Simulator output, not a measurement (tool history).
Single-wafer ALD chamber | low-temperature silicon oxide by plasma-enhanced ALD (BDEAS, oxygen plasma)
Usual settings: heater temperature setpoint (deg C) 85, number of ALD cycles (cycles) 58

run	hour	heater temperature setpoint (deg C)	number of ALD cycles (cycles)	wafers since the last listed run	hours since the last thermocouple change	hours since the gauge calibration	read-back reference wafer on the same gauge, thickness_nm	mean film thickness on the monitor wafer (Å)
1	0	85	58	0	1713.6	301	10.259	100.88
2	18.4	85	58	137	1732	319.4	10.254	100.88
3	44.4	85	58	194	1758	345.4	10.239	100.88
4	64.5	85	58	150	1778.1	365.5	10.23	100.96
5	79.2	85	58	110	1792.8	380.2	10.219	101.08
6	99.3	85	63	150	1812.9	400.3	10.215	109.53
# hour 118.3: gauge calibrated
7	125.7	85	58	197	1839.3	7.4	10.406	102.76
8	143	85	58	129	1856.6	24.7	10.4	102.6
# hour 174.6: thermocouple changed; heater temperature recalibrated
9	178.4	85	58	205	3.8	60.1	10.387	102.68
10	198.5	79	53	150	23.9	80.2	10.378	95.69
11	212.8	85	58	107	38.2	94.5	10.378	102.4
12	229.4	85	47	124	54.8	111.1	10.362	82.96
13	242.2	85	53	95	67.6	123.9	10.36	93.41
14	264.7	71	52	168	90.1	146.4	10.35	96.6
15	286	85	58	159	111.4	167.7	10.339	101.91
16	314.3	80	54	212	139.7	196	10.329	96.71
17	345	85	58	230	170.4	226.7	10.317	101.91

4 ways to go on from here, each from the tool as it stands after run 17. What would each give?
A	345.5	99	58	3	170.9	227.2	?	?
B	345.5	80	61	3	170.9	227.2	?	?
C	345.5	70	58	3	170.9	227.2	?	?
D	345.5	85	62	3	170.9	227.2	?	?

run	read-back reference wafer on the same gauge, thickness_nm	mean film thickness on the monitor wafer (Å)
A	10.32	96.56
B	10.32	109.33
C	10.32	107.93
D	10.32	108.99
Without the tool's hidden state the same runs would have given:
run	mean film thickness on the monitor wafer (Å)
A	97.32
B	110.19
C	108.78
D	109.85

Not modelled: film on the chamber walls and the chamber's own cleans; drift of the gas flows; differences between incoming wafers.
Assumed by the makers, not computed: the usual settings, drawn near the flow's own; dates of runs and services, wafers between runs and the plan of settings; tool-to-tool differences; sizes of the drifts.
